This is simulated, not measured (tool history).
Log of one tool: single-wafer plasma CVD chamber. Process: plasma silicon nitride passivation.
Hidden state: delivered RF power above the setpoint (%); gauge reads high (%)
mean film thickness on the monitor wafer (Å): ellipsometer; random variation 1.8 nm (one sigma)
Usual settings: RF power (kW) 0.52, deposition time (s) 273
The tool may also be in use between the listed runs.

run,hour,RF power (kW),deposition time (s),wafers since the last listed run,hours since the last RF generator calibration,hours since the showerhead was replaced,hours since the gauge calibration,"read-back reference wafer on the same gauge, thickness_nm",mean film thickness on the monitor wafer (Å)
1,0,0.59,273,0,1995.2,7748.2,21,491.396,4244.81
2,13.3,0.52,257,94,2008.5,7761.5,34.3,491.037,3873.4
3,29.6,0.52,257,116,2024.8,7777.8,50.6,490.378,3858.66
4,46.5,0.52,257,120,2041.7,7794.7,67.5,490.381,3894.66
5,54.1,0.52,273,54,2049.3,7802.3,75.1,490.921,4121.84
6,71.1,0.52,273,121,2066.3,7819.3,92.1,491.296,4098.77
# hour 82.5: RF generator calibrated
7,83,0.52,273,27,0.5,7831.2,104,490.211,4108.31
8,91.4,0.6,273,59,8.9,7839.6,112.4,490.786,4278.33
# hour 105.4: gauge calibrated
9,108,0.595,273,118,25.5,7856.2,2.6,491.183,4245.46
# hour 124: showerhead replaced
10,124.5,0.575,253,60,42,0.5,19.1,490.468,3899.63
11,131.6,0.52,273,50,49.1,7.6,26.2,491.042,4119.84
12,149.2,0.42,232,125,66.7,25.2,43.8,491.209,3289.62
13,186,0.52,273,262,103.5,62,80.6,490.727,4143.86

Forecast run 14:
14,199,0.62,254,92,116.5,75,93.6,?,?

{"run 14": {"read-back reference wafer on the same gauge, thickness_nm": 491.518, "mean film thickness on the monitor wafer (Å)": 3979.29}}
Without the tool's hidden state the same run would have given mean film thickness on the monitor wafer (Å) 3979.29.
